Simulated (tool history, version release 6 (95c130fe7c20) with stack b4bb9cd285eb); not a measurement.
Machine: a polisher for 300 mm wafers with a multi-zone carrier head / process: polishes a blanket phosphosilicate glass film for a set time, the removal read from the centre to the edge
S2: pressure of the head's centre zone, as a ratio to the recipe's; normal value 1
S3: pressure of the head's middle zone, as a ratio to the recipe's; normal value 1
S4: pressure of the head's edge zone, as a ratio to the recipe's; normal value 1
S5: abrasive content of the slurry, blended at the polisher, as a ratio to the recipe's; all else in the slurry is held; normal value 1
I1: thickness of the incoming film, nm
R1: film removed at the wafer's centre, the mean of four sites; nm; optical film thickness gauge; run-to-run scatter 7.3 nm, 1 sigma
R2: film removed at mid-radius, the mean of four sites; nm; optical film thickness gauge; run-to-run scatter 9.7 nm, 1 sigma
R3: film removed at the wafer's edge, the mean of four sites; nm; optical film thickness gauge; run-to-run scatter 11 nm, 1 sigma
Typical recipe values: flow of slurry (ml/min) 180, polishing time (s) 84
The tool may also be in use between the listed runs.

{"run": 1, "day": 0.0, "flow of slurry (ml/min)": 180, "S2": 1, "S3": 0.94, "S4": 1, "S5": 1.1, "polishing time (s)": 84, "I1": 3052.2, "R1": 787.2, "R2": 723.5, "R3": 786.4}
{"run": 2, "day": 2.733, "flow of slurry (ml/min)": 180, "S2": 1, "S3": 1, "S4": 1, "S5": 1, "polishing time (s)": 84, "I1": 3059.1, "R1": 762.2, "R2": 758.1, "R3": 737.7}
{"run": 3, "day": 5.183, "flow of slurry (ml/min)": 180, "S2": 1, "S3": 1, "S4": 1, "S5": 1, "polishing time (s)": 84, "I1": 3002.4, "R1": 744.6, "R2": 743, "R3": 756.6}
{"run": 4, "day": 6.496, "flow of slurry (ml/min)": 180, "S2": 1, "S3": 1, "S4": 1, "S5": 1, "polishing time (s)": 84, "I1": 3114.1, "R1": 750.7, "R2": 723.4, "R3": 745}
{"run": 5, "day": 7.512, "flow of slurry (ml/min)": 180, "S2": 1, "S3": 1, "S4": 1, "S5": 1, "polishing time (s)": 84, "I1": 3060.9, "R1": 741.9, "R2": 737.3, "R3": 757.2}
{"run": 6, "day": 8.708, "flow of slurry (ml/min)": 205, "S2": 1, "S3": 1.11, "S4": 1, "S5": 1, "polishing time (s)": 97, "I1": 3077.2, "R1": 876, "R2": 927, "R3": 868.7}
{"run": 7, "day": 10.15, "flow of slurry (ml/min)": 130, "S2": 1, "S3": 1, "S4": 1, "S5": 0.9, "polishing time (s)": 84, "I1": 3103.4, "R1": 663.1, "R2": 660.5, "R3": 681.2}
{"run": 8, "day": 12.354, "flow of slurry (ml/min)": 180, "S2": 1, "S3": 0.95, "S4": 1.08, "S5": 1, "polishing time (s)": 84, "I1": 3092.2, "R1": 765.9, "R2": 724.7, "R3": 793.8}
{"run": 9, "day": 13.292, "flow of slurry (ml/min)": 180, "S2": 1, "S3": 0.91, "S4": 1, "S5": 0.85, "polishing time (s)": 84, "I1": 3035.7, "R1": 724.8, "R2": 678.9, "R3": 713.4}
{"run": 10, "day": 16.004, "flow of slurry (ml/min)": 180, "S2": 1, "S3": 1, "S4": 0.9, "S5": 1.1, "polishing time (s)": 84, "I1": 3071.3, "R1": 785.6, "R2": 777.1, "R3": 743.3}
{"run": 11, "day": 18.038, "flow of slurry (ml/min)": 245, "S2": 0.97, "S3": 1, "S4": 1, "S5": 1, "polishing time (s)": 84, "I1": 3022, "R1": 776, "R2": 787.3, "R3": 793.9}
{"run": 12, "day": 19.333, "flow of slurry (ml/min)": 225, "S2": 1, "S3": 1, "S4": 1, "S5": 1, "polishing time (s)": 84, "I1": 3119.1, "R1": 788.3, "R2": 771.1, "R3": 783.4}
{"run": 13, "day": 22.283, "flow of slurry (ml/min)": 180, "S2": 1, "S3": 0.92, "S4": 1, "S5": 1, "polishing time (s)": 103, "I1": 3120.8, "R1": 927.2, "R2": 870.3, "R3": 937.1}
{"run": 14, "day": 23.558, "flow of slurry (ml/min)": 180, "S2": 1, "S3": 1, "S4": 1, "S5": 1, "polishing time (s)": 84, "I1": 3128.4, "R1": 747.3, "R2": 728.4, "R3": 767.4}
{"run": 15, "day": 25.65, "flow of slurry (ml/min)": 180, "S2": 1, "S3": 1, "S4": 1, "S5": 0.8, "polishing time (s)": 84, "I1": 3064.3, "R1": 717.2, "R2": 695.3, "R3": 682.7}
{"run": 16, "day": 27.871, "flow of slurry (ml/min)": 215, "S2": 0.93, "S3": 1, "S4": 1, "S5": 1, "polishing time (s)": 94, "I1": 3076, "R1": 802.8, "R2": 849.5, "R3": 837.5}
{"run": 17, "day": 29.488, "flow of slurry (ml/min)": 180, "S2": 1, "S3": 1, "S4": 0.88, "S5": 1.2, "polishing time (s)": 84, "I1": 3058.6, "R1": 785.7, "R2": 787.5, "R3": 744.2}
{"run": 18, "day": 30.667, "flow of slurry (ml/min)": 180, "S2": 1, "S3": 1, "S4": 1, "S5": 0.85, "polishing time (s)": 84, "I1": 3068.5, "R1": 701.6, "R2": 678.3, "R3": 700.1}
{"run": 19, "day": 33.208, "flow of slurry (ml/min)": 150, "S2": 1, "S3": 0.89, "S4": 0.95, "S5": 0.9, "polishing time (s)": 84, "I1": 3083.1, "R1": 714.4, "R2": 661.7, "R3": 719.7}
{"run": 20, "day": 34.517, "flow of slurry (ml/min)": 180, "S2": 1, "S3": 1, "S4": 1.07, "S5": 1, "polishing time (s)": 84, "I1": 3072.7, "R1": 764.8, "R2": 750.6, "R3": 785.7}
{"run": 21, "day": 36.379, "flow of slurry (ml/min)": 180, "S2": 1, "S3": 0.88, "S4": 1, "S5": 1, "polishing time (s)": 84, "I1": 3067.2, "R1": 769.9, "R2": 694.1, "R3": 783.1}

Missing from the log above: 4 entries noted between runs. For each, name the pair of listed runs it sits between and say how the tool's hidden condition differs from the listed run just before to the listed run just after:
Runs 7 to 8: worn pad replaced by a new one (day 12.333)
  removal rate lost through wear of the pad, %: 3.81 -> 0.0345
  measured value less the no-hidden-state value, R1: -26.3 -> -0.2 nm; R2: -26.1 -> -0.3 nm; R3: -26.9 -> -0.3 nm
Runs 9 to 10: slurry nozzle cleaned (day 14.3)
  removal rate lost through wear of the pad, %: 0.0472 -> 0.221
  measured value less the no-hidden-state value, R1: -0.3 -> -1.7 nm; R2: -0.3 -> -1.7 nm; R3: -0.3 -> -1.7 nm
Runs 14 to 15: centre zone pressure recalibrated (day 23.788)
  removal rate lost through wear of the pad, %: 1.78 -> 2.49
  measured value less the no-hidden-state value, R1: -13.5 -> -18.3 nm; R2: -13.1 -> -17.7 nm; R3: -13.9 -> -17.4 nm
Runs 18 to 19: worn pad replaced by a new one (day 31.638)
  removal rate lost through wear of the pad, %: 4.68 -> 0.079
  measured value less the no-hidden-state value, R1: -34.4 -> -0.6 nm; R2: -33.3 -> -0.5 nm; R3: -34.3 -> -0.6 nm
